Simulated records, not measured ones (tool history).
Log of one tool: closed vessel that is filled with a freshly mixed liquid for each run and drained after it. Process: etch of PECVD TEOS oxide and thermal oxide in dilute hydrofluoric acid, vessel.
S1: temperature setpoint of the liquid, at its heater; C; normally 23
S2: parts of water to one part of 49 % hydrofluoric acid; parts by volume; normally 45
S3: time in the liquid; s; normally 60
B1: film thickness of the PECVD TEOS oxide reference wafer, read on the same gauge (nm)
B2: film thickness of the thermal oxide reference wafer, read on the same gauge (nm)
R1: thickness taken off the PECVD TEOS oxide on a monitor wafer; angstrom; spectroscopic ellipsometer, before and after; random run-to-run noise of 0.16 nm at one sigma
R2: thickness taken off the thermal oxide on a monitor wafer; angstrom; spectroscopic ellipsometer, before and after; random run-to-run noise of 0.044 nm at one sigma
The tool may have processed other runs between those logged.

run,hour,S1,S2,S3,B1,B2,R1,R2
1,0,23,45,60,70,90,161.5,67.1
2,74.3,23,45,60,69.94,90.01,161.8,67
3,119.6,26.5,45,60,70.02,89.98,185.1,76.1
4,185.1,26.5,45,60,70.03,90.07,182,76.7
# hour 199.4: hydrofluoric acid flow meter replaced
5,362.4,26.5,45,60,69.99,89.98,192.8,80.1
# hour 591.1: thermometer replaced
6,646.8,26,45,60,70.04,90.02,187.3,78.6
7,728.2,26,45,60,69.96,90.01,184.4,78.3
8,820.1,26,45,60,69.96,89.98,186.3,77.4
9,892.7,23,45,60,69.98,89.94,163.6,67.6
10,999.6,23,45,60,69.98,90.02,162,67.2
11,1093.5,23,45,60,70.01,90,162.1,67.5
12,1166,23,45,60,69.98,90.03,163.6,67.8
13,1210.9,25,45,30,69.96,90.01,87.1,36.5
14,1309.9,26.5,65,30,69.99,89.97,60.8,26.2
15,1365.7,23,45,60,70.02,90.02,160.1,66.2
# hour 1392.4: gauge calibrated
# hour 1445.8: hydrofluoric acid flow meter replaced
16,1532.2,23,45,60,70,90.04,163.6,69.2
17,1637.1,23,45,40,69.96,90,111.4,46.1
18,1708.3,23,40,60,69.94,90,183.9,77.9
19,1751.4,23,45,60,70,89.98,162.5,68.9
20,1857.4,27,35,75,69.99,90.03,308.4,130.2
21,1961,23,45,60,69.98,90.05,162.7,67.8
22,2029.5,27.5,60,95,70,89.98,222.1,94.5
23,2301,20.5,55,90,70,90.01,172.9,73.5
24,2381.1,23,45,60,70,89.96,160.1,66.1
25,2444.7,18,45,85,69.98,90.03,182.5,76.4
# hour 2487.9: hydrofluoric acid flow meter replaced
26,2488.4,27.5,35,45,69.98,90.03,196,82.9
27,2553.3,23,45,60,69.97,90.01,166.3,70.9

What if the next run were any one of these 3? Each begins from the tool's condition after run 27:
A,2554,23,45,60,?,?,?,?
B,2554,21,45,30,?,?,?,?
C,2554,19.5,60,60,?,?,?,?

run,B1,B2,R1,R2
A,69.97,90,164.2,70.3
B,69.97,90,75.5,32.3
C,69.97,90,104.4,44.7
With no hidden state in the tool, these same runs would have given:
run,R1,R2
A,165.2,70.8
B,76,32.5
C,105,45

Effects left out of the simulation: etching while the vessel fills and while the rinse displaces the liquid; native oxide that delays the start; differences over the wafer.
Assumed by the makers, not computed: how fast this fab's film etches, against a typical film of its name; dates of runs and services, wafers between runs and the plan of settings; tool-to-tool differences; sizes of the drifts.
